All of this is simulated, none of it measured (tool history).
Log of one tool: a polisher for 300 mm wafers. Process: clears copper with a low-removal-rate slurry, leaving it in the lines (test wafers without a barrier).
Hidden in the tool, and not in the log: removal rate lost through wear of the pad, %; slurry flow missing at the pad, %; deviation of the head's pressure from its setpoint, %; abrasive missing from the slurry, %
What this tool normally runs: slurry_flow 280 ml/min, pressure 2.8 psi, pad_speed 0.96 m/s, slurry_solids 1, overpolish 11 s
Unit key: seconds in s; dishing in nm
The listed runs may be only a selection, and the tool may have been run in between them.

run	hour	slurry_flow	pressure	pad_speed	slurry_solids	overpolish	wafers since the last listed run	wafers polished on this pad	hours since the slurry nozzle was cleaned	hours since the head pressure was calibrated	hours since the slurry blender was calibrated	incoming thickness of the incoming film, nm	seconds	dishing
1	0	280	2.8	0.96	1	11	0	983	505.3	476.9	331.3	288.4	88.5	19.2
# hour 34.7: slurry nozzle cleaned
2	63.6	280	2.8	0.96	1	11	373	1357	28.9	540.5	394.9	287.6	90.2	19.3
# hour 92.3: slurry blender recalibrated
3	129.2	280	2.8	0.96	1	11	379	1737	94.5	606.1	36.9	290	89.1	19.3
4	159.3	280	2.8	0.96	1	11	179	1916	124.6	636.2	67	287.2	89.5	18.9
5	211.7	280	2.8	0.96	1	11	312	2229	177	688.6	119.4	287.7	88.6	18.9
6	256.2	280	2.8	1.14	1.1	8	265	2495	221.5	733.1	163.9	295.1	76.1	17.5
7	321.2	210	2.8	0.96	1.2	11	388	2883	286.5	798.1	228.9	286.4	89.7	19
# hour 334.1: worn pad replaced by a new one
8	376.7	315	2.8	0.78	1	17	307	254	342	853.6	284.4	290.7	111.1	22.7
# hour 404.4: head pressure recalibrated
9	409.8	280	2.2	0.96	0.85	14	185	440	375.1	5.4	317.5	292.8	119.2	18.5
# hour 443.5: slurry nozzle cleaned
10	468.4	280	3.3	0.78	1	11	343	783	24.9	64	376.1	289.7	93.9	18.5
11	494.7	280	2.8	0.96	1	11	157	941	51.2	90.3	402.4	290.4	91.1	19
# hour 508.6: slurry blender recalibrated
12	538.3	280	2.8	1.14	1	11	248	1189	94.8	133.9	29.7	291.9	77	21.8
13	609	280	2.8	0.96	1	11	422	1611	165.5	204.6	100.4	292.1	91.6	19
14	659	280	2.8	0.96	1	11	298	1910	215.5	254.6	150.4	293.8	91.7	18.8
15	722.8	280	2.8	0.96	1	11	380	2290	279.3	318.4	214.2	293.1	91.3	19.3
16	765.5	365	2.8	1.04	1	11	254	2545	322	361.1	256.9	289.6	80.9	20.7
17	816.6	280	2.8	0.86	1	15	305	2850	373.1	412.2	308	289.6	100.4	21.5
# hour 830.1: worn pad replaced by a new one
# hour 860: slurry nozzle cleaned
18	871.7	280	2.8	0.96	0.8	11	299	242	11.7	467.3	363.1	295.1	95.7	18.8
19	909.1	280	2.8	1.06	1	6	223	465	49.1	504.7	400.5	291.9	82.4	13
20	937.4	315	2.8	0.78	1	17	168	634	77.4	533	428.8	291.3	109.6	22.3
# hour 958.3: slurry blender recalibrated
21	971.7	325	2.1	1.2	1	16	192	827	111.7	567.3	13.4	294.1	96.9	23.2
22	1017.4	280	2.8	0.96	1	11	272	1100	157.4	613	59.1	285.8	89.3	19.1
23	1049.7	280	2.8	0.68	1.3	11	192	1293	189.7	645.3	91.4	289.1	119.8	15.2
24	1197.4	200	2	0.82	1	11	881	2174	337.4	793	239.1	292.3	155.4	12.8
# hour 1201: head pressure recalibrated
25	1221.9	205	2.8	0.96	1	9	134	2309	361.9	20.9	263.6	293.6	95.5	16.1
26	1311.1	280	2.5	0.96	1.1	11	532	2841	451.1	110.1	352.8	292.5	100.3	17.7
# hour 1332.5: worn pad replaced by a new one
# hour 1368: slurry nozzle cleaned
27	1375.4	280	2.8	0.96	0.85	11	354	250	7.4	174.4	417.1	289.5	93.5	18.8

Each row is a separate what-if for the run after 27, all from the same tool condition, not one after another. Results?
A	1375.9	280	2.8	0.96	1	11	2	253	7.9	174.9	417.6	285.7	?	?
B	1375.9	245	2.8	0.96	1	11	2	253	7.9	174.9	417.6	285.7	?	?
C	1375.9	280	2.5	0.96	0.75	4	2	253	7.9	174.9	417.6	285.7	?	?
D	1375.9	335	3.2	0.96	1	15	2	253	7.9	174.9	417.6	285.7	?	?
E	1375.9	280	2.8	0.96	0.85	8	2	253	7.9	174.9	417.6	285.7	?	?

run	seconds	dishing
A	88.7	19.1
B	90	18.9
C	104.7	7.2
D	76.3	25.9
E	91.4	14.6
With no hidden state in the tool, these same runs would have given:
run	seconds	dishing
A	88.7	19.1
B	90	18.9
C	104.7	7.2
D	76.3	25.9
E	91.4	14.6
